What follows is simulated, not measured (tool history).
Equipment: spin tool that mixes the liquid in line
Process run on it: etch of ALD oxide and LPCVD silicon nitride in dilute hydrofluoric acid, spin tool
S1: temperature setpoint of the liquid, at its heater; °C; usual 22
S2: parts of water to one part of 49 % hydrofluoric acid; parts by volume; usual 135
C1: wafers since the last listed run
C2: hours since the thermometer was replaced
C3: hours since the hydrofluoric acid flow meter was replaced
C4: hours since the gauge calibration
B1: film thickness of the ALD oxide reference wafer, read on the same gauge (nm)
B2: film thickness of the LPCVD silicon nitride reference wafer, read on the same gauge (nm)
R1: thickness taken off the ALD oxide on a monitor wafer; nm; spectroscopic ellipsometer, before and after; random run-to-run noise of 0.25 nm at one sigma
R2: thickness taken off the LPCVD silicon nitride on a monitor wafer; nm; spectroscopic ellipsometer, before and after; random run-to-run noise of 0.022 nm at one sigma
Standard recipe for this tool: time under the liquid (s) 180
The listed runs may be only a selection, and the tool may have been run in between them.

Run 1, hour 0: usual settings; C1 0; C2 2074.6; C3 180.9; C4 179.7; B1 50.03; B2 70.008. Result: R1 27.87 nm, R2 0.513 nm.
Run 2, hour 15.6: usual settings but S2 160 parts by volume; C1 89; C2 2090.2; C3 196.5; C4 195.3; B1 49.99; B2 69.994. Result: R1 23.16 nm, R2 0.421 nm.
Run 3, hour 28.6: usual settings but S2 85 parts by volume; C1 74; C2 2103.2; C3 209.5; C4 208.3; B1 49.98; B2 70.044. Result: R1 47.78 nm, R2 0.78 nm.
Run 4, hour 57.5: usual settings but S2 85 parts by volume; C1 164; C2 2132.1; C3 238.4; C4 237.2; B1 49.98; B2 70.035. Result: R1 47.4 nm, R2 0.841 nm.
Run 5, hour 80.1: usual settings but S2 155 parts by volume; C1 128; C2 2154.7; C3 261; C4 259.8; B1 49.99; B2 70.005. Result: R1 23.81 nm, R2 0.447 nm.
Run 6, hour 97.3: usual settings but S2 155 parts by volume; C1 98; C2 2171.9; C3 278.2; C4 277; B1 50.02; B2 70.016. Result: R1 24.11 nm, R2 0.467 nm.
Run 7, hour 114.8: usual settings but S2 155 parts by volume; C1 99; C2 2189.4; C3 295.7; C4 294.5; B1 50; B2 69.976. Result: R1 23.9 nm, R2 0.478 nm.
Run 8, hour 147.6: usual settings but S1 24 °C; C1 187; C2 2222.2; C3 328.5; C4 327.3; B1 50; B2 70.017. Result: R1 30.84 nm, R2 0.592 nm.
Run 9, hour 190.8: usual settings but S1 24 °C; C1 246; C2 2265.4; C3 371.7; C4 370.5; B1 49.98; B2 69.999. Result: R1 30.65 nm, R2 0.597 nm.
Run 10, hour 225.6: usual settings; C1 198; C2 2300.2; C3 406.5; C4 405.3; B1 50.03; B2 69.986. Result: R1 28.32 nm, R2 0.51 nm.
At hour 256.2: thermometer replaced.
Run 11, hour 260.2: usual settings; C1 191; C2 4; C3 441.1; C4 439.9; B1 49.98; B2 69.978. Result: R1 28.67 nm, R2 0.516 nm.
At hour 348.9: hydrofluoric acid flow meter replaced.
Run 12, hour 364.1: usual settings but S1 18.5 °C; C1 587; C2 107.9; C3 15.2; C4 543.8; B1 49.99; B2 69.96. Result: R1 24.9 nm, R2 0.441 nm.
Run 13, hour 398.5: usual settings but S1 26.5 °C, time under the liquid (s) 75; C1 196; C2 142.3; C3 49.6; C4 578.2; B1 50.03; B2 70.008. Result: R1 13.88 nm, R2 0.285 nm.
Run 14, hour 432.8: usual settings but S1 17.5 °C; C1 195; C2 176.6; C3 83.9; C4 612.5; B1 50; B2 70.002. Result: R1 23.99 nm, R2 0.393 nm.
Run 15, hour 461.3: usual settings; C1 162; C2 205.1; C3 112.4; C4 641; B1 49.98; B2 69.933. Result: R1 28.37 nm, R2 0.5 nm.
Run 16, hour 494.3: usual settings; C1 188; C2 238.1; C3 145.4; C4 674; B1 49.95; B2 70.028. Result: R1 28.28 nm, R2 0.546 nm.
Run 17, hour 567.8: usual settings but S1 20.5 °C, S2 200 parts by volume; C1 419; C2 311.6; C3 218.9; C4 747.5; B1 50; B2 69.979. Result: R1 16.84 nm, R2 0.298 nm.
Run 18, hour 595.2: usual settings but S1 26.5 °C, time under the liquid (s) 75; C1 156; C2 339; C3 246.3; C4 774.9; B1 49.99; B2 70.019. Result: R1 14.21 nm, R2 0.294 nm.
At hour 598.3: gauge calibrated.
Run 19, hour 625.7: usual settings but S1 18 °C, S2 105 parts by volume, time under the liquid (s) 230; C1 174; C2 369.5; C3 276.8; C4 27.4; B1 50.01; B2 69.948. Result: R1 40.32 nm, R2 0.679 nm.
Run 20, hour 638.6: usual settings but S1 23.5 °C, S2 110 parts by volume, time under the liquid (s) 90; C1 73; C2 382.4; C3 289.7; C4 40.3; B1 49.98; B2 69.976. Result: R1 18.92 nm, R2 0.363 nm.
Run 21, hour 671.4: usual settings; C1 187; C2 415.2; C3 322.5; C4 73.1; B1 49.99; B2 69.989. Result: R1 28.25 nm, R2 0.569 nm.
Run 22, hour 684: usual settings but S2 105 parts by volume; C1 71; C2 427.8; C3 335.1; C4 85.7; B1 49.99; B2 69.957. Result: R1 37.37 nm, R2 0.651 nm.
Run 23, hour 696.9: usual settings but S1 20 °C, S2 80 parts by volume, time under the liquid (s) 235; C1 73; C2 440.7; C3 348; C4 98.6; B1 50.03; B2 70.012. Result: R1 61.3 nm, R2 1.046 nm.
Run 24, hour 715.4: usual settings but S1 20.5 °C, time under the liquid (s) 260; C1 105; C2 459.2; C3 366.5; C4 117.1; B1 50.02; B2 70.008. Result: R1 38.34 nm, R2 0.703 nm.
Run 25, hour 748.9: usual settings but S2 180 parts by volume, time under the liquid (s) 225; C1 191; C2 492.7; C3 400; C4 150.6; B1 50; B2 69.987. Result: R1 25.31 nm, R2 0.443 nm.

Predict each of these 5 candidate next runs independently; none follows another, all start after run 25:
Run A, hour 749.4: usual settings but time under the liquid (s) 265; C1 2; C2 493.2; C3 400.5; C4 151.1; B1 ?; B2 ?. Result: R1 ?, R2 ?.
Run B, hour 749.4: usual settings but S1 26 °C, S2 65 parts by volume; C1 2; C2 493.2; C3 400.5; C4 151.1; B1 ?; B2 ?. Result: R1 ?, R2 ?.
Run C, hour 749.4: usual settings but S1 17 °C; C1 2; C2 493.2; C3 400.5; C4 151.1; B1 ?; B2 ?. Result: R1 ?, R2 ?.
Run D, hour 749.4: usual settings but S2 95 parts by volume, time under the liquid (s) 85; C1 2; C2 493.2; C3 400.5; C4 151.1; B1 ?; B2 ?. Result: R1 ?, R2 ?.
Run E, hour 749.4: usual settings but S1 26 °C; C1 2; C2 493.2; C3 400.5; C4 151.1; B1 ?; B2 ?. Result: R1 ?, R2 ?.

run     B1      B2     R1     R2
  A  49.98  69.992   41.3  0.747
  B  49.98  69.992  74.41  1.359
  C  49.98  69.992  22.92  0.362
  D  49.98  69.992  19.71  0.338
  E  49.98  69.992  32.74  0.658
Take away the tool's hidden state, keep each run's random variation, and the runs would have read:
run     R1     R2
  A   41.3  0.747
  B  74.41  1.359
  C  22.92  0.362
  D  19.71  0.338
  E  32.74  0.658
